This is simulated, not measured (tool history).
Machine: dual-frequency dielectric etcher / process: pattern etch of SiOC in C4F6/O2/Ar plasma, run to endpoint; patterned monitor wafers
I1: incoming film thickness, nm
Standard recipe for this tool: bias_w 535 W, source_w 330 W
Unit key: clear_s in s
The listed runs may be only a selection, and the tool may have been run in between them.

run 1 hour=0 | bias_w=451 source_w=300 | I1=28.59 | clear_s=12.4
-- hour=87.9 source power generator calibrated
run 2 hour=96.9 | bias_w=451 source_w=300 | I1=28.92 | clear_s=12.6
run 3 hour=144.8 | bias_w=535 source_w=330 | I1=28.6 | clear_s=10.6
run 4 hour=233.1 | bias_w=535 source_w=330 | I1=28.69 | clear_s=10.7
run 5 hour=313 | bias_w=535 source_w=330 | I1=28.82 | clear_s=10.7
run 6 hour=397.4 | bias_w=535 source_w=330 | I1=28.58 | clear_s=10.6
run 7 hour=452.5 | bias_w=451 source_w=330 | I1=28.57 | clear_s=11.7
run 8 hour=490.1 | bias_w=451 source_w=330 | I1=28.94 | clear_s=11.8
run 9 hour=550.2 | bias_w=535 source_w=330 | I1=28.94 | clear_s=10.7
-- hour=609.9 wet clean of the chamber
run 10 hour=611.3 | bias_w=535 source_w=330 | I1=28.68 | clear_s=10.7
run 11 hour=706.4 | bias_w=473 source_w=330 | I1=29.13 | clear_s=11.5
run 12 hour=753.8 | bias_w=473 source_w=330 | I1=28.65 | clear_s=11.4
run 13 hour=833.8 | bias_w=535 source_w=330 | I1=28.57 | clear_s=10.5
run 14 hour=874.9 | bias_w=565 source_w=330 | I1=28.86 | clear_s=10.4
run 15 hour=954.6 | bias_w=535 source_w=330 | I1=28.47 | clear_s=10.6
run 16 hour=1009.3 | bias_w=665 source_w=330 | I1=28.83 | clear_s=9.4
run 17 hour=1073 | bias_w=535 source_w=330 | I1=28.92 | clear_s=10.8
run 18 hour=1157.8 | bias_w=595 source_w=330 | I1=28.95 | clear_s=10.2
-- hour=1220.5 wet clean of the chamber
run 19 hour=1224 | bias_w=473 source_w=330 | I1=28.79 | clear_s=11.5
run 20 hour=1289.7 | bias_w=535 source_w=330 | I1=28.99 | clear_s=10.7
run 21 hour=1377.2 | bias_w=425 source_w=280 | I1=28.73 | clear_s=13.5
run 22 hour=1482.5 | bias_w=535 source_w=330 | I1=28.79 | clear_s=10.7
-- hour=1487.2 bias power generator calibrated
-- hour=1515.6 upper electrode replaced, of another model than before
run 23 hour=1596.1 | bias_w=446 source_w=370 | I1=28.78 | clear_s=12.5
run 24 hour=1669.2 | bias_w=646 source_w=370 | I1=28.81 | clear_s=9
run 25 hour=1763.6 | bias_w=621 source_w=290 | I1=29.02 | clear_s=10.1
run 26 hour=1802.9 | bias_w=472 source_w=290 | I1=28.89 | clear_s=12.7

What does the tool deliver on the next run?
-- hour=1844 wet clean of the chamber
run 27 hour=1905.5 | bias_w=661 source_w=380 | I1=28.83 | clear_s=?

clear_s: 8.8 s
On a tool with no hidden condition, and with the same random variation, this run would have come out at clear_s 8.8 s.

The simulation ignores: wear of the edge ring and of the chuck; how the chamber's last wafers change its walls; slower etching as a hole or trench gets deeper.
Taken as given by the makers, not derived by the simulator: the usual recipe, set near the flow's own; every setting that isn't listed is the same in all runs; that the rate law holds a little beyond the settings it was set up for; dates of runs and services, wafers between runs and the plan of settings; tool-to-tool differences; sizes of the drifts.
